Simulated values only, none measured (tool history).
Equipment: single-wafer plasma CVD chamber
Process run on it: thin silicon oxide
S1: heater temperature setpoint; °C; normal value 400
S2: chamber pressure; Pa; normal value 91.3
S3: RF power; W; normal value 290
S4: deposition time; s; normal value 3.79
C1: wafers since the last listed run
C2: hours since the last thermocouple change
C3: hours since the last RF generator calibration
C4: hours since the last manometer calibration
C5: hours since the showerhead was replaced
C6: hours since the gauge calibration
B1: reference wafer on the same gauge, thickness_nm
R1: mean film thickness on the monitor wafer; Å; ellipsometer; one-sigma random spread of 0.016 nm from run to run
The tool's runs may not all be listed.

run 1 hour=0.0 | S1=400 S2=91.3 S3=290 S4=3.79 | C1=0 C2=1682.6 C3=1311.7 C4=1932.6 C5=2502.9 C6=343.6 | B1=6.831 | R1=63.32
run 2 hour=19.7 | S1=409 S2=91.3 S3=260 S4=3.79 | C1=611 C2=1702.3 C3=1331.4 C4=1952.3 C5=2522.6 C6=363.3 | B1=6.835 | R1=61.06
run 3 hour=35.8 | S1=409 S2=91.3 S3=260 S4=3.79 | C1=499 C2=1718.4 C3=1347.5 C4=1968.4 C5=2538.7 C6=379.4 | B1=6.830 | R1=61.16
run 4 hour=49.5 | S1=409 S2=91.3 S3=260 S4=3.79 | C1=425 C2=1732.1 C3=1361.2 C4=1982.1 C5=2552.4 C6=393.1 | B1=6.828 | R1=61.05
run 5 hour=69.7 | S1=409 S2=91.3 S3=270 S4=3.79 | C1=627 C2=1752.3 C3=1381.4 C4=2002.3 C5=2572.6 C6=413.3 | B1=6.823 | R1=62.07
run 6 hour=86.8 | S1=409 S2=91.3 S3=270 S4=3.79 | C1=530 C2=1769.4 C3=1398.5 C4=2019.4 C5=2589.7 C6=430.4 | B1=6.830 | R1=61.99
run 7 hour=120.4 | S1=409 S2=91.3 S3=270 S4=3.79 | C1=1043 C2=1803.0 C3=1432.1 C4=2053.0 C5=2623.3 C6=464.0 | B1=6.830 | R1=61.94
run 8 hour=201.2 | S1=400 S2=91.3 S3=290 S4=3.61 | C1=2508 C2=1883.8 C3=1512.9 C4=2133.8 C5=2704.1 C6=544.8 | B1=6.830 | R1=60.30
run 9 hour=230.3 | S1=400 S2=91.3 S3=290 S4=3.61 | C1=903 C2=1912.9 C3=1542.0 C4=2162.9 C5=2733.2 C6=573.9 | B1=6.828 | R1=60.50
run 10 hour=257.9 | S1=400 S2=79.6 S3=290 S4=3.79 | C1=856 C2=1940.5 C3=1569.6 C4=2190.5 C5=2760.8 C6=601.5 | B1=6.826 | R1=55.36
run 11 hour=285.8 | S1=400 S2=79.6 S3=290 S4=3.79 | C1=866 C2=1968.4 C3=1597.5 C4=2218.4 C5=2788.7 C6=629.4 | B1=6.824 | R1=55.45
run 12 hour=316.4 | S1=400 S2=79.6 S3=290 S4=3.79 | C1=949 C2=1999.0 C3=1628.1 C4=2249.0 C5=2819.3 C6=660.0 | B1=6.832 | R1=55.22
-- hour=333.6 thermocouple changed; heater temperature recalibrated
run 13 hour=421.4 | S1=400 S2=78.1 S3=290 S4=3.79 | C1=3011 C2=87.8 C3=1733.1 C4=2354.0 C5=2924.3 C6=765.0 | B1=6.831 | R1=54.42
-- hour=436.2 gauge calibrated
-- hour=440.1 showerhead replaced
run 14 hour=442.7 | S1=400 S2=78.1 S3=290 S4=3.79 | C1=412 C2=109.1 C3=1754.4 C4=2375.3 C5=2.6 C6=6.5 | B1=6.825 | R1=54.21
run 15 hour=475.7 | S1=411 S2=102.0 S3=290 S4=4.33 | C1=1024 C2=142.1 C3=1787.4 C4=2408.3 C5=35.6 C6=39.5 | B1=6.827 | R1=80.09
run 16 hour=496.0 | S1=400 S2=91.3 S3=290 S4=3.42 | C1=630 C2=162.4 C3=1807.7 C4=2428.6 C5=55.9 C6=59.8 | B1=6.825 | R1=57.63
run 17 hour=513.4 | S1=400 S2=91.3 S3=290 S4=3.79 | C1=540 C2=179.8 C3=1825.1 C4=2446.0 C5=73.3 C6=77.2 | B1=6.833 | R1=63.51
run 18 hour=545.4 | S1=400 S2=91.3 S3=255 S4=3.79 | C1=993 C2=211.8 C3=1857.1 C4=2478.0 C5=105.3 C6=109.2 | B1=6.831 | R1=61.18
-- hour=554.2 RF generator calibrated
-- hour=562.4 capacitance manometer re-zeroed and calibrated
run 19 hour=571.7 | S1=387 S2=108.1 S3=245 S4=3.79 | C1=319 C2=238.1 C3=17.5 C4=9.3 C5=131.6 C6=135.5 | B1=6.831 | R1=71.48
run 20 hour=584.9 | S1=400 S2=91.3 S3=290 S4=3.79 | C1=409 C2=251.3 C3=30.7 C4=22.5 C5=144.8 C6=148.7 | B1=6.832 | R1=63.73
run 21 hour=615.7 | S1=400 S2=79.2 S3=290 S4=3.21 | C1=956 C2=282.1 C3=61.5 C4=53.3 C5=175.6 C6=179.5 | B1=6.831 | R1=46.53
run 22 hour=630.3 | S1=400 S2=104.1 S3=235 S4=3.79 | C1=453 C2=296.7 C3=76.1 C4=67.9 C5=190.2 C6=194.1 | B1=6.833 | R1=67.56
run 23 hour=650.2 | S1=406 S2=91.3 S3=260 S4=3.79 | C1=617 C2=316.6 C3=96.0 C4=87.8 C5=210.1 C6=214.0 | B1=6.826 | R1=61.17
run 24 hour=674.7 | S1=400 S2=91.3 S3=235 S4=3.44 | C1=760 C2=341.1 C3=120.5 C4=112.3 C5=234.6 C6=238.5 | B1=6.830 | R1=54.27
run 25 hour=707.6 | S1=400 S2=91.3 S3=290 S4=3.79 | C1=1021 C2=374.0 C3=153.4 C4=145.2 C5=267.5 C6=271.4 | B1=6.827 | R1=63.58
run 26 hour=742.3 | S1=385 S2=112.1 S3=290 S4=4.23 | C1=1077 C2=408.7 C3=188.1 C4=179.9 C5=302.2 C6=306.1 | B1=6.828 | R1=86.59
run 27 hour=777.8 | S1=400 S2=91.3 S3=290 S4=3.79 | C1=1102 C2=444.2 C3=223.6 C4=215.4 C5=337.7 C6=341.6 | B1=6.826 | R1=63.66
run 28 hour=810.2 | S1=400 S2=91.3 S3=290 S4=3.79 | C1=1005 C2=476.6 C3=256.0 C4=247.8 C5=370.1 C6=374.0 | B1=6.827 | R1=63.47
run 29 hour=835.3 | S1=400 S2=108.8 S3=290 S4=3.79 | C1=779 C2=501.7 C3=281.1 C4=272.9 C5=395.2 C6=399.1 | B1=6.825 | R1=75.38

Hidden condition of the tool, last listed run before each entry between runs versus first listed run after:
From run 12 to run 13: thermocouple changed; heater temperature recalibrated (hour 333.6)
  both runs share identical hidden conditions
From run 13 to run 14: gauge calibrated (hour 436.2); showerhead replaced (hour 440.1)
  both runs share identical hidden conditions
From run 18 to run 19: RF generator calibrated (hour 554.2); capacitance manometer re-zeroed and calibrated (hour 562.4)
  both runs share identical hidden conditions
